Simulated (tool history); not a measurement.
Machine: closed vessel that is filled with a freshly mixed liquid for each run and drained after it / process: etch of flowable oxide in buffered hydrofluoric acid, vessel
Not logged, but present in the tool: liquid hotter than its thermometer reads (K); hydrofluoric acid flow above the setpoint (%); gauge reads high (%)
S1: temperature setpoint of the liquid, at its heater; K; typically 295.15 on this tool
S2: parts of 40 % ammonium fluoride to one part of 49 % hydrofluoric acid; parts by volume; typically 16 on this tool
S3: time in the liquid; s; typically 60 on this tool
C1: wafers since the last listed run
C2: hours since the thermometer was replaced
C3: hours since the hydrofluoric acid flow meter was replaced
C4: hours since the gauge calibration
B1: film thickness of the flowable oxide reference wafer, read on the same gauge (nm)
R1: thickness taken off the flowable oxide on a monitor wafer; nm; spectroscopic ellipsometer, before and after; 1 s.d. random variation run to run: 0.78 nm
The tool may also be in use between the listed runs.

run,hour,S1,S2,S3,C1,C2,C3,C4,B1,R1
1,0,295.15,16,60,0,2077.7,489.3,126.3,30.01,91.49
2,21.3,295.15,16,60,2876,2099,510.6,147.6,29.99,92.43
3,47.8,295.15,16,60,3578,2125.5,537.1,174.1,30.01,91.1
4,81.1,295.15,16,60,4497,2158.8,570.4,207.4,30.03,91.78
5,109.8,295.15,16,60,3875,2187.5,599.1,236.1,29.96,91.68
6,142.4,295.15,16,60,4402,2220.1,631.7,268.7,30.01,92.19
# hour 160.5: hydrofluoric acid flow meter replaced
7,172.6,295.15,16,45,3943,2250.3,12.1,298.9,29.96,69.79
8,202.7,295.15,16,45,4064,2280.4,42.2,329,29.99,68.57
9,233.6,290.15,16,60,4172,2311.3,73.1,359.9,30.02,68.46
# hour 257.5: gauge calibrated
10,257.9,295.15,11.5,75,3281,2335.6,97.4,0.4,30,157.08
# hour 260.4: thermometer replaced
11,285.8,295.15,16,60,3632,25.4,125.3,28.3,30.04,91.87
12,308.4,295.15,16,60,3052,48,147.9,50.9,30,90.98
13,329.2,295.15,16,60,2808,68.8,168.7,71.7,30.01,93.48
14,357.4,290.65,11.5,30,3808,97,196.9,99.9,29.99,49.69
15,374.2,295.15,16,90,2268,113.8,213.7,116.7,29.97,135
16,405.2,292.65,11.5,60,4186,144.8,244.7,147.7,29.99,111.77

What was the tool's hidden state at every run in the log?
liquid hotter than its thermometer reads (K): 0 across all the runs
hydrofluoric acid flow above the setpoint (%): 0 across all the runs
gauge reads high (%): 0 across all the runs
